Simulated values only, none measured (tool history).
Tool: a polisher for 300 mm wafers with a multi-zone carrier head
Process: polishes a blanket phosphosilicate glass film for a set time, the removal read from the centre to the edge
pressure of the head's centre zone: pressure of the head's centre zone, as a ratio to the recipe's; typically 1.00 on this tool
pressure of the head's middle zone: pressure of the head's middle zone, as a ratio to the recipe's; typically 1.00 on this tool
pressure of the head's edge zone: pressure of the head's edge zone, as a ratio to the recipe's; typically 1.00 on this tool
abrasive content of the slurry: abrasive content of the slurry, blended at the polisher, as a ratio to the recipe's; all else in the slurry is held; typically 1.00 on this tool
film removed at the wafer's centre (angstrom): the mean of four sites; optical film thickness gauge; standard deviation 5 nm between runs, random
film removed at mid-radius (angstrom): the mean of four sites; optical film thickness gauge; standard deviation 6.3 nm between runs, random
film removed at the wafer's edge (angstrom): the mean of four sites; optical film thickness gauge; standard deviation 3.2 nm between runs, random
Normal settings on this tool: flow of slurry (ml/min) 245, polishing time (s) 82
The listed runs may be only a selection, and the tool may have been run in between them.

run	hour	flow of slurry (ml/min)	pressure of the head's centre zone	pressure of the head's middle zone	pressure of the head's edge zone	abrasive content of the slurry	polishing time (s)	incoming thickness of the incoming film, nm	film removed at the wafer's centre (angstrom)	film removed at mid-radius (angstrom)	film removed at the wafer's edge (angstrom)
1	0.0	245	1.00	0.91	1.04	1.00	95	3802.2	5268	4773	5529
2	25.0	245	1.09	1.00	1.10	1.00	82	3865.2	4934	4414	4948
3	49.3	245	1.00	0.96	1.00	1.00	82	3855.0	4550	4343	4700
4	70.2	245	1.00	0.94	0.92	1.00	91	3882.4	5190	4759	5024
5	102.4	245	1.00	1.00	1.00	1.00	82	3859.2	4467	4477	4696
6	130.9	245	1.11	1.00	1.00	1.00	82	3864.6	4996	4513	4713
7	147.3	245	0.94	1.09	1.00	1.00	57	3848.8	3155	3578	3422
8	163.9	245	0.95	1.00	1.00	1.00	82	3865.9	4631	4696	4908
9	195.5	245	1.05	1.04	1.00	0.75	82	3756.9	4509	4269	4392
10	219.1	290	1.00	1.00	1.00	1.00	82	3850.0	4934	4860	4976
11	245.0	245	1.00	1.00	1.09	1.00	82	3855.1	4772	4576	5010
12	269.7	245	1.00	1.00	1.00	1.00	82	3816.3	4740	4636	4842
13	315.8	245	1.00	1.00	1.00	1.00	82	3833.4	4679	4565	4767
14	343.9	245	1.00	1.00	0.93	1.00	82	3904.8	4742	4519	4733
15	375.4	245	1.00	1.00	1.00	1.00	82	3772.5	4628	4459	4767
16	403.5	245	1.11	1.00	1.00	1.00	100	3832.2	6126	5523	5845
17	493.1	245	1.00	1.00	1.00	1.00	82	3865.6	4621	4459	4707
18	519.2	245	1.00	1.00	1.10	0.80	82	3846.9	4272	4060	4516
19	532.8	245	1.00	0.94	1.00	1.00	109	3870.4	6205	5761	6266
20	559.6	245	1.00	1.00	1.00	1.00	69	3797.4	3897	3660	4036

Not shown here: 7 entries made in the log between runs. Locate each between two listed runs and compare the hidden state at the listed run before it with the hidden state at the listed run after it:
Run 3 -> run 4: worn pad replaced by a new one (hour 68.3)
  slurry flow missing at the pad, %: 30.5 -> 30.8
  what was measured, less what the result would be without the hidden state, film removed at the wafer's centre (angstrom): -311 -> -362; film removed at mid-radius (angstrom): -264 -> -295; film removed at the wafer's edge (angstrom): -210 -> -229
Run 6 -> run 7: centre zone pressure recalibrated (hour 138.2); slurry nozzle cleaned (hour 143.7)
  slurry flow missing at the pad, %: 31.7 -> 1.02
  what was measured, less what the result would be without the hidden state, film removed at the wafer's centre (angstrom): -365 -> -4; film removed at mid-radius (angstrom): -292 -> -5; film removed at the wafer's edge (angstrom): -224 -> -3
Run 7 -> run 8: carrier head's membrane replaced by a new one, of another model than before (hour 158.5)
  slurry flow missing at the pad, %: 1.02 -> 3.67
  what was measured, less what the result would be without the hidden state, film removed at the wafer's centre (angstrom): -4 -> -26; film removed at mid-radius (angstrom): -5 -> -23; film removed at the wafer's edge (angstrom): -3 -> -18
Run 8 -> run 9: edge zone pressure recalibrated (hour 176.1)
  slurry flow missing at the pad, %: 3.67 -> 8.11
  what was measured, less what the result would be without the hidden state, film removed at the wafer's centre (angstrom): -26 -> -58; film removed at mid-radius (angstrom): -23 -> -50; film removed at the wafer's edge (angstrom): -18 -> -38
Run 13 -> run 14: worn pad replaced by a new one (hour 324.6)
  slurry flow missing at the pad, %: 19.6 -> 21.4
  what was measured, less what the result would be without the hidden state, film removed at the wafer's centre (angstrom): -173 -> -196; film removed at mid-radius (angstrom): -150 -> -167; film removed at the wafer's edge (angstrom): -116 -> -129
Run 19 -> run 20: worn pad replaced by a new one (hour 557.7)
  slurry flow missing at the pad, %: 28.5 -> 29
  what was measured, less what the result would be without the hidden state, film removed at the wafer's centre (angstrom): -383 -> -248; film removed at mid-radius (angstrom): -316 -> -206; film removed at the wafer's edge (angstrom): -253 -> -167
